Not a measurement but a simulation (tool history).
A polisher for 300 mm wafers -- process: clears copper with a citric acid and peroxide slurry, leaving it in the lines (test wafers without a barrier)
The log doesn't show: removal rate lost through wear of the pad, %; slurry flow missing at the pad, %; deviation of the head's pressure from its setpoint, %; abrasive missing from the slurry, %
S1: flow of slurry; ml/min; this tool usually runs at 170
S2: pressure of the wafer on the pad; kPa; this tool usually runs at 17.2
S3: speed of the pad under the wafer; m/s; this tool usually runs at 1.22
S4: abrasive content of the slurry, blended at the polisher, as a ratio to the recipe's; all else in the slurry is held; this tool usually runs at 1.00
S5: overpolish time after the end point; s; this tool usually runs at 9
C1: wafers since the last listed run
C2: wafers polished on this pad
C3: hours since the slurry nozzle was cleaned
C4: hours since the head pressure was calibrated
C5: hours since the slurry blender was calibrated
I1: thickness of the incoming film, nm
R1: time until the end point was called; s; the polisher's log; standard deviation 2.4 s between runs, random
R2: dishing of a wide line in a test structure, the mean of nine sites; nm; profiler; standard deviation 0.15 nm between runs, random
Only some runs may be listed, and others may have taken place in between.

Run 1, hour 0.0: usual settings but S2 15.9 kPa; C1 0; C2 436; C3 93.6; C4 514.4; C5 139.9; I1 228.7. Result: R1 146.9 s, R2 11.1 nm.
Run 2, hour 33.2: usual settings but S2 15.9 kPa; C1 366; C2 803; C3 126.8; C4 547.6; C5 173.1; I1 231.6. Result: R1 144.6 s, R2 10.8 nm.
Run 3, hour 102.8: usual settings; C1 769; C2 1572; C3 196.4; C4 617.2; C5 242.7; I1 234.1. Result: R1 136.2 s, R2 11.5 nm.
Run 4, hour 158.0: usual settings; C1 610; C2 2182; C3 251.6; C4 672.4; C5 297.9; I1 227.4. Result: R1 133.5 s, R2 11.6 nm.
At hour 193.3: slurry blender recalibrated.
Run 5, hour 204.0: usual settings; C1 486; C2 2668; C3 297.6; C4 718.4; C5 10.7; I1 229.2. Result: R1 134.6 s, R2 11.5 nm.
At hour 235.6: slurry nozzle cleaned.
Run 6, hour 251.3: usual settings; C1 511; C2 3180; C3 15.7; C4 765.7; C5 58.0; I1 230.6. Result: R1 136.3 s, R2 11.4 nm.
At hour 278.7: worn pad replaced by a new one.
Run 7, hour 320.6: usual settings; C1 721; C2 462; C3 85.0; C4 835.0; C5 127.3; I1 228.2. Result: R1 139.8 s, R2 11.3 nm.
Run 8, hour 363.8: usual settings; C1 477; C2 940; C3 128.2; C4 878.2; C5 170.5; I1 231.5. Result: R1 142.8 s, R2 11.1 nm.
At hour 421.4: head pressure recalibrated.
Run 9, hour 423.3: usual settings; C1 635; C2 1575; C3 187.7; C4 1.9; C5 230.0; I1 229.1. Result: R1 120.0 s, R2 12.7 nm.
Run 10, hour 470.0: usual settings; C1 516; C2 2091; C3 234.4; C4 48.6; C5 276.7; I1 226.9. Result: R1 123.9 s, R2 13.0 nm.
Run 11, hour 512.9: usual settings but S3 1.46 m/s; C1 474; C2 2565; C3 277.3; C4 91.5; C5 319.6; I1 225.9. Result: R1 101.4 s, R2 14.9 nm.
At hour 534.0: slurry blender recalibrated.
Run 12, hour 556.9: usual settings but S2 22.8 kPa, S4 1.10; C1 464; C2 3030; C3 321.3; C4 135.5; C5 22.9; I1 229.3. Result: R1 93.2 s, R2 16.7 nm.
At hour 597.1: slurry nozzle cleaned.
Run 13, hour 628.3: usual settings but S3 0.96 m/s, S5 12 s; C1 778; C2 3808; C3 31.2; C4 206.9; C5 94.3; I1 229.5. Result: R1 161.7 s, R2 13.1 nm.
At hour 638.9: worn pad replaced by a new one.
Run 14, hour 689.4: usual settings; C1 631; C2 557; C3 92.3; C4 268.0; C5 155.4; I1 231.1. Result: R1 127.1 s, R2 12.2 nm.
Run 15, hour 735.4: usual settings but S1 190 ml/min, S4 1.15, S5 12 s; C1 508; C2 1066; C3 138.3; C4 314.0; C5 201.4; I1 230.8. Result: R1 127.9 s, R2 16.5 nm.
Run 16, hour 760.1: usual settings; C1 273; C2 1339; C3 163.0; C4 338.7; C5 226.1; I1 231.3. Result: R1 129.1 s, R2 12.0 nm.
Run 17, hour 805.6: usual settings but S1 155 ml/min, S3 0.94 m/s, S4 0.80, S5 7 s; C1 502; C2 1842; C3 208.5; C4 384.2; C5 271.6; I1 233.2. Result: R1 173.3 s, R2 7.3 nm.
Run 18, hour 856.4: usual settings; C1 561; C2 2403; C3 259.3; C4 435.0; C5 322.4; I1 226.2. Result: R1 131.5 s, R2 12.1 nm.
Run 19, hour 912.9: usual settings but S4 0.80, S5 8 s; C1 624; C2 3028; C3 315.8; C4 491.5; C5 378.9; I1 230.9. Result: R1 131.1 s, R2 10.5 nm.
At hour 914.7: slurry nozzle cleaned.
At hour 941.4: slurry blender recalibrated.
Run 20, hour 964.8: usual settings but S2 13.8 kPa; C1 540; C2 3568; C3 50.1; C4 543.4; C5 23.4; I1 229.0. Result: R1 164.4 s, R2 9.7 nm.
Run 21, hour 1001.8: usual settings but S1 200 ml/min, S3 1.58 m/s, S4 1.25, S5 14 s; C1 408; C2 3977; C3 87.1; C4 580.4; C5 60.4; I1 235.0. Result: R1 104.3 s, R2 22.9 nm.
At hour 1030.7: worn pad replaced by a new one.
Run 22, hour 1038.7: usual settings but S1 110 ml/min, S3 0.82 m/s, S4 0.90, S5 14 s; C1 363; C2 88; C3 124.0; C4 617.3; C5 97.3; I1 229.1. Result: R1 205.0 s, R2 11.7 nm.
Run 23, hour 1077.8: usual settings but S2 13.1 kPa, S3 1.00 m/s; C1 432; C2 520; C3 163.1; C4 656.4; C5 136.4; I1 225.1. Result: R1 209.8 s, R2 7.6 nm.
Run 24, hour 1105.4: usual settings; C1 305; C2 825; C3 190.7; C4 684.0; C5 164.0; I1 234.6. Result: R1 136.9 s, R2 11.6 nm.
Run 25, hour 1130.7: usual settings; C1 279; C2 1105; C3 216.0; C4 709.3; C5 189.3; I1 232.2. Result: R1 138.7 s, R2 11.6 nm.
Run 26, hour 1158.7: usual settings but S1 130 ml/min, S4 0.70; C1 309; C2 1414; C3 244.0; C4 737.3; C5 217.3; I1 229.3. Result: R1 143.4 s, R2 10.9 nm.
Run 27, hour 1229.9: usual settings; C1 786; C2 2201; C3 315.2; C4 808.5; C5 288.5; I1 230.8. Result: R1 141.6 s, R2 11.3 nm.
Run 28, hour 1257.0: usual settings but S3 1.38 m/s; C1 299; C2 2501; C3 342.3; C4 835.6; C5 315.6; I1 233.6. Result: R1 127.7 s, R2 12.6 nm.
At hour 1279.2: slurry nozzle cleaned.
At hour 1295.2: slurry blender recalibrated.
Run 29, hour 1312.5: usual settings; C1 580; C2 3081; C3 33.3; C4 891.1; C5 17.3; I1 231.0. Result: R1 140.2 s, R2 11.4 nm.

What if the next run were any one of these 3? Each begins from the tool's condition after run 29:
Run A, hour 1313.0: usual settings; C1 5; C2 3087; C3 33.8; C4 891.6; C5 17.8; I1 229.6. Result: R1 ?, R2 ?.
Run B, hour 1313.0: usual settings but S5 7 s; C1 5; C2 3087; C3 33.8; C4 891.6; C5 17.8; I1 229.6. Result: R1 ?, R2 ?.
Run C, hour 1313.0: usual settings but S1 190 ml/min, S3 1.56 m/s; C1 5; C2 3087; C3 33.8; C4 891.6; C5 17.8; I1 229.6. Result: R1 ?, R2 ?.

run     R1    R2
  A  135.5  11.2
  B  135.5   8.8
  C  106.4  14.0
The same runs, with their run-to-run variation unchanged, on a tool lacking any hidden condition would have given:
run     R1    R2
  A  121.2  12.4
  B  121.2   9.8
  C   95.1  15.6
